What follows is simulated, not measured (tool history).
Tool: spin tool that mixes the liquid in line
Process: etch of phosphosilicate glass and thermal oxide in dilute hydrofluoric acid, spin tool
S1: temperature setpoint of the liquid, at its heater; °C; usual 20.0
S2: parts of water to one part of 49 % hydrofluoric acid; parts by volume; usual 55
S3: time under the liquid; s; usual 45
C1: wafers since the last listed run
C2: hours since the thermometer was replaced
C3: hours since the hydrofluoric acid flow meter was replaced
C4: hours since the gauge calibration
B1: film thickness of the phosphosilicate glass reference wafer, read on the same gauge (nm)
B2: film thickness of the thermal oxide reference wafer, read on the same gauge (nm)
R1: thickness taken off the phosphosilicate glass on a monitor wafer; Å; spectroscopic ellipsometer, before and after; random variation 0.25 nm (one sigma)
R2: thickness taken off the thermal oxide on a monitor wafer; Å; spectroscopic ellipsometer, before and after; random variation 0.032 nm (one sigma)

run 1 day=0.000 | S1=19.0 S2=55 S3=45 | C1=0 C2=1795.9 C3=1151.3 C4=360.1 | B1=150.01 B2=80.015 | R1=367.2 R2=29.24
run 2 day=1.142 | S1=20.0 S2=55 S3=30 | C1=420 C2=1823.3 C3=1178.7 C4=387.5 | B1=150.00 B2=80.000 | R1=256.0 R2=20.61
run 3 day=2.154 | S1=20.0 S2=55 S3=30 | C1=372 C2=1847.6 C3=1203.0 C4=411.8 | B1=150.01 B2=80.012 | R1=252.9 R2=20.39
run 4 day=3.025 | S1=20.0 S2=55 S3=45 | C1=320 C2=1868.5 C3=1223.9 C4=432.7 | B1=149.99 B2=80.009 | R1=379.4 R2=31.04
run 5 day=4.254 | S1=20.0 S2=55 S3=45 | C1=452 C2=1898.0 C3=1253.4 C4=462.2 | B1=149.99 B2=79.988 | R1=380.8 R2=29.69
run 6 day=5.679 | S1=20.0 S2=55 S3=45 | C1=524 C2=1932.2 C3=1287.6 C4=496.4 | B1=150.00 B2=79.998 | R1=379.3 R2=30.00
-- day=7.775 hydrofluoric acid flow meter replaced
-- day=7.788 gauge calibrated
run 7 day=8.171 | S1=20.0 S2=55 S3=45 | C1=901 C2=1992.0 C3=9.5 C4=9.2 | B1=150.01 B2=80.002 | R1=375.5 R2=30.17
run 8 day=8.679 | S1=20.0 S2=55 S3=45 | C1=187 C2=2004.2 C3=21.7 C4=21.4 | B1=150.00 B2=79.991 | R1=381.0 R2=30.11
run 9 day=9.608 | S1=20.0 S2=55 S3=45 | C1=342 C2=2026.5 C3=44.0 C4=43.7 | B1=150.00 B2=79.999 | R1=378.4 R2=30.18
run 10 day=11.067 | S1=20.0 S2=55 S3=45 | C1=536 C2=2061.5 C3=79.0 C4=78.7 | B1=149.98 B2=79.997 | R1=377.1 R2=30.12
run 11 day=13.804 | S1=22.5 S2=55 S3=30 | C1=1007 C2=2127.2 C3=144.7 C4=144.4 | B1=149.99 B2=79.998 | R1=275.8 R2=22.05
-- day=14.446 thermometer replaced
run 12 day=15.121 | S1=20.0 S2=55 S3=45 | C1=469 C2=16.2 C3=176.3 C4=176.0 | B1=150.01 B2=79.999 | R1=419.4 R2=33.42
run 13 day=15.646 | S1=25.0 S2=55 S3=55 | C1=193 C2=28.8 C3=188.9 C4=188.6 | B1=150.00 B2=80.027 | R1=627.0 R2=50.76
run 14 day=17.012 | S1=20.0 S2=55 S3=35 | C1=503 C2=61.6 C3=221.7 C4=221.4 | B1=150.00 B2=80.013 | R1=325.2 R2=25.87
run 15 day=18.467 | S1=20.0 S2=70 S3=50 | C1=535 C2=96.5 C3=256.6 C4=256.3 | B1=150.00 B2=80.006 | R1=357.1 R2=28.91
run 16 day=19.458 | S1=20.0 S2=70 S3=45 | C1=365 C2=120.3 C3=280.4 C4=280.1 | B1=149.99 B2=80.018 | R1=322.6 R2=25.96
run 17 day=20.467 | S1=22.5 S2=30 S3=45 | C1=371 C2=144.5 C3=304.6 C4=304.3 | B1=150.01 B2=80.010 | R1=880.5 R2=69.86
run 18 day=21.279 | S1=17.0 S2=70 S3=65 | C1=299 C2=164.0 C3=324.1 C4=323.8 | B1=150.02 B2=80.014 | R1=405.0 R2=33.02
run 19 day=22.258 | S1=25.0 S2=55 S3=55 | C1=360 C2=187.5 C3=347.6 C4=347.3 | B1=150.02 B2=80.009 | R1=633.9 R2=49.85
run 20 day=22.833 | S1=20.0 S2=55 S3=45 | C1=211 C2=201.3 C3=361.4 C4=361.1 | B1=150.00 B2=79.999 | R1=417.6 R2=33.28

Forecast each of these 3 alternatives for the next run:
run A day=22.850 | S1=23.5 S2=55 S3=45 | C1=6 C2=201.7 C3=361.8 C4=361.5 | B1=? B2=? | R1=? R2=?
run B day=22.850 | S1=20.0 S2=35 S3=30 | C1=6 C2=201.7 C3=361.8 C4=361.5 | B1=? B2=? | R1=? R2=?
run C day=22.850 | S1=22.5 S2=35 S3=55 | C1=6 C2=201.7 C3=361.8 C4=361.5 | B1=? B2=? | R1=? R2=?

run=A B1=150.00 B2=79.995 R1=485.1 R2=39.01
run=B B1=150.00 B2=79.995 R1=449.6 R2=36.16
run=C B1=150.00 B2=79.995 R1=916.9 R2=73.74
Without the tool's hidden state the same runs would have given:
run=A R1=490.7 R2=39.46
run=B R1=455.0 R2=36.59
run=C R1=927.8 R2=74.61
